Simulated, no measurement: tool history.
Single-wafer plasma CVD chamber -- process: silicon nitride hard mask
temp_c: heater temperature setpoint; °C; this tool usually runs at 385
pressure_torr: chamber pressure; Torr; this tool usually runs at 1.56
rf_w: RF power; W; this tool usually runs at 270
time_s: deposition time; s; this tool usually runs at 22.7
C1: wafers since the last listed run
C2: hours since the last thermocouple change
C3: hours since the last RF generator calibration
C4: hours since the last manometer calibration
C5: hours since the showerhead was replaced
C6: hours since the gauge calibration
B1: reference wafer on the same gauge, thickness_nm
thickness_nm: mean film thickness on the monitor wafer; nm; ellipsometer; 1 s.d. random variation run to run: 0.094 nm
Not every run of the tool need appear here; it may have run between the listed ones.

run 1 hour=0.0 | temp_c=374 pressure_torr=1.48 rf_w=270 time_s=22.7 | C1=0 C2=2040.2 C3=593.6 C4=531.8 C5=6662.4 C6=29.5 | B1=30.228 | thickness_nm=25.723
run 2 hour=34.3 | temp_c=385 pressure_torr=1.56 rf_w=255 time_s=22.7 | C1=926 C2=2074.5 C3=627.9 C4=566.1 C5=6696.7 C6=63.8 | B1=30.300 | thickness_nm=24.650
run 3 hour=50.2 | temp_c=379 pressure_torr=1.56 rf_w=270 time_s=22.7 | C1=429 C2=2090.4 C3=643.8 C4=582.0 C5=6712.6 C6=79.7 | B1=30.377 | thickness_nm=26.223
run 4 hour=79.2 | temp_c=379 pressure_torr=1.56 rf_w=270 time_s=22.7 | C1=782 C2=2119.4 C3=672.8 C4=611.0 C5=6741.6 C6=108.7 | B1=30.297 | thickness_nm=26.051
run 5 hour=99.4 | temp_c=385 pressure_torr=1.84 rf_w=270 time_s=22.7 | C1=545 C2=2139.6 C3=693.0 C4=631.2 C5=6761.8 C6=128.9 | B1=30.305 | thickness_nm=26.896
run 6 hour=112.4 | temp_c=385 pressure_torr=1.56 rf_w=270 time_s=22.7 | C1=350 C2=2152.6 C3=706.0 C4=644.2 C5=6774.8 C6=141.9 | B1=30.341 | thickness_nm=25.748
run 7 hour=137.9 | temp_c=385 pressure_torr=1.87 rf_w=270 time_s=22.7 | C1=688 C2=2178.1 C3=731.5 C4=669.7 C5=6800.3 C6=167.4 | B1=30.338 | thickness_nm=26.849
run 8 hour=166.3 | temp_c=385 pressure_torr=1.87 rf_w=270 time_s=22.7 | C1=766 C2=2206.5 C3=759.9 C4=698.1 C5=6828.7 C6=195.8 | B1=30.288 | thickness_nm=26.771
run 9 hour=184.9 | temp_c=374 pressure_torr=1.56 rf_w=270 time_s=20.0 | C1=502 C2=2225.1 C3=778.5 C4=716.7 C5=6847.3 C6=214.4 | B1=30.269 | thickness_nm=22.894
-- hour=223.8 thermocouple changed; heater temperature recalibrated
run 10 hour=287.5 | temp_c=385 pressure_torr=1.43 rf_w=270 time_s=22.7 | C1=2554 C2=63.7 C3=881.1 C4=819.3 C5=6949.9 C6=317.0 | B1=30.373 | thickness_nm=25.002
run 11 hour=311.2 | temp_c=385 pressure_torr=1.56 rf_w=310 time_s=25.4 | C1=639 C2=87.4 C3=904.8 C4=843.0 C5=6973.6 C6=340.7 | B1=30.307 | thickness_nm=32.367
run 12 hour=333.9 | temp_c=385 pressure_torr=1.32 rf_w=270 time_s=22.7 | C1=612 C2=110.1 C3=927.5 C4=865.7 C5=6996.3 C6=363.4 | B1=30.363 | thickness_nm=24.361
run 13 hour=346.2 | temp_c=385 pressure_torr=1.56 rf_w=270 time_s=19.6 | C1=332 C2=122.4 C3=939.8 C4=878.0 C5=7008.6 C6=375.7 | B1=30.320 | thickness_nm=21.869
-- hour=369.9 showerhead replaced
run 14 hour=373.5 | temp_c=385 pressure_torr=1.56 rf_w=270 time_s=22.7 | C1=521 C2=149.7 C3=967.1 C4=905.3 C5=3.6 C6=403.0 | B1=30.320 | thickness_nm=25.409
-- hour=410.4 RF generator calibrated
run 15 hour=410.9 | temp_c=374 pressure_torr=1.56 rf_w=295 time_s=18.6 | C1=793 C2=187.1 C3=0.5 C4=942.7 C5=41.0 C6=440.4 | B1=30.278 | thickness_nm=23.264
run 16 hour=436.0 | temp_c=385 pressure_torr=1.56 rf_w=305 time_s=22.7 | C1=677 C2=212.2 C3=25.6 C4=967.8 C5=66.1 C6=465.5 | B1=30.320 | thickness_nm=29.189
run 17 hour=470.9 | temp_c=370 pressure_torr=1.40 rf_w=270 time_s=25.1 | C1=942 C2=247.1 C3=60.5 C4=1002.7 C5=101.0 C6=500.4 | B1=30.306 | thickness_nm=28.119
run 18 hour=503.3 | temp_c=385 pressure_torr=1.41 rf_w=270 time_s=22.7 | C1=874 C2=279.5 C3=92.9 C4=1035.1 C5=133.4 C6=532.8 | B1=30.289 | thickness_nm=25.268
-- hour=511.9 capacitance manometer re-zeroed and calibrated
run 19 hour=516.1 | temp_c=385 pressure_torr=1.56 rf_w=270 time_s=22.7 | C1=129 C2=292.3 C3=105.7 C4=4.2 C5=146.2 C6=545.6 | B1=30.280 | thickness_nm=26.461
run 20 hour=551.1 | temp_c=385 pressure_torr=1.42 rf_w=230 time_s=22.7 | C1=944 C2=327.3 C3=140.7 C4=39.2 C5=181.2 C6=580.6 | B1=30.294 | thickness_nm=22.131
run 21 hour=567.4 | temp_c=385 pressure_torr=1.56 rf_w=230 time_s=20.1 | C1=440 C2=343.6 C3=157.0 C4=55.5 C5=197.5 C6=596.9 | B1=30.278 | thickness_nm=19.918
run 22 hour=592.6 | temp_c=385 pressure_torr=1.36 rf_w=270 time_s=22.7 | C1=680 C2=368.8 C3=182.2 C4=80.7 C5=222.7 C6=622.1 | B1=30.297 | thickness_nm=25.806
run 23 hour=626.7 | temp_c=385 pressure_torr=1.34 rf_w=270 time_s=22.7 | C1=920 C2=402.9 C3=216.3 C4=114.8 C5=256.8 C6=656.2 | B1=30.378 | thickness_nm=25.591
run 24 hour=647.2 | temp_c=385 pressure_torr=1.56 rf_w=270 time_s=22.7 | C1=553 C2=423.4 C3=236.8 C4=135.3 C5=277.3 C6=676.7 | B1=30.260 | thickness_nm=26.573
run 25 hour=673.0 | temp_c=385 pressure_torr=1.56 rf_w=270 time_s=22.7 | C1=696 C2=449.2 C3=262.6 C4=161.1 C5=303.1 C6=702.5 | B1=30.331 | thickness_nm=26.363
run 26 hour=692.6 | temp_c=385 pressure_torr=1.83 rf_w=270 time_s=20.7 | C1=529 C2=468.8 C3=282.2 C4=180.7 C5=322.7 C6=722.1 | B1=30.313 | thickness_nm=25.004
run 27 hour=712.9 | temp_c=397 pressure_torr=1.75 rf_w=305 time_s=20.1 | C1=548 C2=489.1 C3=302.5 C4=201.0 C5=343.0 C6=742.4 | B1=30.320 | thickness_nm=26.674
run 28 hour=740.3 | temp_c=385 pressure_torr=1.56 rf_w=270 time_s=22.7 | C1=739 C2=516.5 C3=329.9 C4=228.4 C5=370.4 C6=769.8 | B1=30.299 | thickness_nm=26.353
run 29 hour=772.8 | temp_c=385 pressure_torr=1.56 rf_w=270 time_s=22.7 | C1=877 C2=549.0 C3=362.4 C4=260.9 C5=402.9 C6=802.3 | B1=30.310 | thickness_nm=26.253
run 30 hour=791.3 | temp_c=385 pressure_torr=1.56 rf_w=270 time_s=22.7 | C1=499 C2=567.5 C3=380.9 C4=279.4 C5=421.4 C6=820.8 | B1=30.354 | thickness_nm=26.353

Here are 3 independent what-if runs from the current tool condition. What would each one return?
run A hour=791.7 | temp_c=385 pressure_torr=1.56 rf_w=300 time_s=22.7 | C1=10 C2=567.9 C3=381.3 C4=279.8 C5=421.8 C6=821.2 | B1=? | thickness_nm=?
run B hour=791.7 | temp_c=385 pressure_torr=1.24 rf_w=270 time_s=22.7 | C1=10 C2=567.9 C3=381.3 C4=279.8 C5=421.8 C6=821.2 | B1=? | thickness_nm=?
run C hour=791.7 | temp_c=385 pressure_torr=1.84 rf_w=255 time_s=22.7 | C1=10 C2=567.9 C3=381.3 C4=279.8 C5=421.8 C6=821.2 | B1=? | thickness_nm=?

run=A B1=30.268 thickness_nm=29.146
run=B B1=30.268 thickness_nm=25.189
run=C B1=30.268 thickness_nm=25.872
Had the tool no hidden state, the same runs would have come out as:
run=A thickness_nm=29.363
run=B thickness_nm=25.390
run=C thickness_nm=26.070
